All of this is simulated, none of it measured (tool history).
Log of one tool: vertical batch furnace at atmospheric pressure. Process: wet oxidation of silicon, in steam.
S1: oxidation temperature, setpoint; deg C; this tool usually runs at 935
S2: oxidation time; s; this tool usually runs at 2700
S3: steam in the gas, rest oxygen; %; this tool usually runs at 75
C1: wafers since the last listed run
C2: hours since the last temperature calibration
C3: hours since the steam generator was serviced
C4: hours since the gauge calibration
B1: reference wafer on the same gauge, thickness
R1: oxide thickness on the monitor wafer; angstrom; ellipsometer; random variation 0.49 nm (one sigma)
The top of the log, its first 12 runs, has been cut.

{"run": 13, "hour": 197.6, "S1": 935, "S2": 2130, "S3": 75, "C1": 94, "C2": 1456.7, "C3": 3626.3, "C4": 334.5, "B1": 212.74, "R1": 1624.4}
{"run": 14, "hour": 215.1, "S1": 935, "S2": 2700, "S3": 75, "C1": 172, "C2": 1474.2, "C3": 3643.8, "C4": 352, "B1": 213.05, "R1": 1943.1}
{"run": 15, "hour": 227.2, "S1": 954, "S2": 2700, "S3": 81, "C1": 119, "C2": 1486.3, "C3": 3655.9, "C4": 364.1, "B1": 213.05, "R1": 2425.1}
{"run": 16, "hour": 240.2, "S1": 935, "S2": 2700, "S3": 75, "C1": 128, "C2": 1499.3, "C3": 3668.9, "C4": 377.1, "B1": 213.17, "R1": 1954.3}
{"hour": 273.9, "done": "thermocouples replaced and temperature profile calibrated"}
{"run": 17, "hour": 274.4, "S1": 935, "S2": 2700, "S3": 75, "C1": 100, "C2": 0.5, "C3": 3703.1, "C4": 411.3, "B1": 212.98, "R1": 1866.5}
{"run": 18, "hour": 279.1, "S1": 941, "S2": 2700, "S3": 75, "C1": 46, "C2": 5.2, "C3": 3707.8, "C4": 416, "B1": 212.84, "R1": 1972.8}
{"run": 19, "hour": 283.8, "S1": 935, "S2": 2700, "S3": 75, "C1": 46, "C2": 9.9, "C3": 3712.5, "C4": 420.7, "B1": 213.36, "R1": 1880.9}
{"run": 20, "hour": 289.8, "S1": 935, "S2": 2700, "S3": 68, "C1": 59, "C2": 15.9, "C3": 3718.5, "C4": 426.7, "B1": 212.9, "R1": 1739.9}
{"hour": 291.7, "done": "gauge calibrated"}
{"run": 21, "hour": 308.2, "S1": 919, "S2": 1890, "S3": 79, "C1": 181, "C2": 34.3, "C3": 3736.9, "C4": 16.5, "B1": 213.02, "R1": 1267.5}
{"run": 22, "hour": 322.6, "S1": 915, "S2": 2700, "S3": 71, "C1": 141, "C2": 48.7, "C3": 3751.3, "C4": 30.9, "B1": 212.91, "R1": 1488.6}

Forecast run 23:
{"run": 23, "hour": 356.5, "S1": 935, "S2": 1890, "S3": 75, "C1": 334, "C2": 82.6, "C3": 3785.2, "C4": 64.8, "B1": "?", "R1": "?"}

Run 23 produced B1 213.12, R1 1420.3 angstrom.
Were there no unlogged condition in the tool, this run, its random variation unchanged, would have produced R1 1525.4 angstrom.

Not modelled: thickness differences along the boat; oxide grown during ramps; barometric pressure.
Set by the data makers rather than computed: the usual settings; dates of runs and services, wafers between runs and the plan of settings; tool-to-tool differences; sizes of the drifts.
